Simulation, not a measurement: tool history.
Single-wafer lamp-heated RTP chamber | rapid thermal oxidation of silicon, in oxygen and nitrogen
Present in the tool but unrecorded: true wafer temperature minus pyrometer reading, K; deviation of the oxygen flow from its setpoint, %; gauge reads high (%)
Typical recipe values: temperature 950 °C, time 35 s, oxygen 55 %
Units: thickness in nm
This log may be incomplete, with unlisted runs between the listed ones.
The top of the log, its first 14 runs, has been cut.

run,day,temperature,time,oxygen,wafers since the last listed run,wafers since the last pyrometer calibration,hours since the oxygen flow controller was replaced,hours since the gauge calibration,"read-back reference wafer on the same gauge, thickness",thickness
# day 43.062: pyrometer window cleaned and pyrometer calibrated, repeated, since the last time left the tool worse
15,45.771,961,35,55,1258,1027,3937.5,1727.2,2.840,3.094
16,47.367,950,35,55,605,1633,3975.8,1765.5,2.837,2.922
# day 48.400: oxygen flow controller replaced
17,51.042,950,35,35,1268,2901,63.4,1853.7,2.841,2.704
18,55.333,970,42,34,1628,4530,166.4,1956.7,2.839,3.102
19,56.850,926,35,26,575,5106,202.8,1993.1,2.839,2.418
# day 58.500: gauge calibrated
20,60.346,922,26,69,1326,6432,286.7,44.3,2.837,2.538
21,63.012,942,21,67,1012,7445,350.7,108.3,2.840,2.578
# day 67.562: pyrometer window cleaned and pyrometer calibrated
22,67.583,950,35,55,1608,7,460.4,218.0,2.840,2.929
23,70.158,950,30,63,977,985,522.2,279.8,2.842,2.867
24,73.679,968,19,44,1336,2321,606.7,364.3,2.842,2.591
25,75.462,975,25,72,676,2998,649.5,407.1,2.839,3.210
26,78.038,968,47,40,977,3975,711.3,468.9,2.840,3.292
27,81.125,950,19,55,1171,5147,785.4,543.0,2.841,2.503
28,82.821,950,35,55,643,5791,826.1,583.7,2.838,2.933
29,85.592,950,45,34,1051,6842,892.6,650.2,2.837,2.881
30,87.783,958,35,55,831,7674,945.2,702.8,2.840,3.075
31,90.321,979,52,76,963,8637,1006.1,763.7,2.840,4.466
32,92.246,950,35,55,730,9368,1052.3,809.9,2.841,2.976
# day 94.883: pyrometer window cleaned and pyrometer calibrated
33,95.396,950,35,55,1069,193,1127.9,885.5,2.836,2.924
34,97.871,921,41,35,939,1133,1187.3,944.9,2.842,2.532
35,101.733,950,42,37,1465,2599,1280.0,1037.6,2.838,2.852
36,105.733,960,35,29,1518,4117,1376.0,1133.6,2.840,2.722

What if the next run were any one of these 5? Each begins from the tool's condition after run 36:
A,105.750,950,48,55,6,4123,1376.4,1134.0,?,?
B,105.750,950,29,81,6,4123,1376.4,1134.0,?,?
C,105.750,924,29,66,6,4123,1376.4,1134.0,?,?
D,105.750,976,35,55,6,4123,1376.4,1134.0,?,?
E,105.750,931,41,40,6,4123,1376.4,1134.0,?,?

run,"read-back reference wafer on the same gauge, thickness",thickness
A,2.842,3.237
B,2.842,3.016
C,2.842,2.583
D,2.842,3.374
E,2.842,2.667
What these runs would have given with no unlogged condition in the tool:
run,thickness
A,3.226
B,3.006
C,2.577
D,3.361
E,2.661
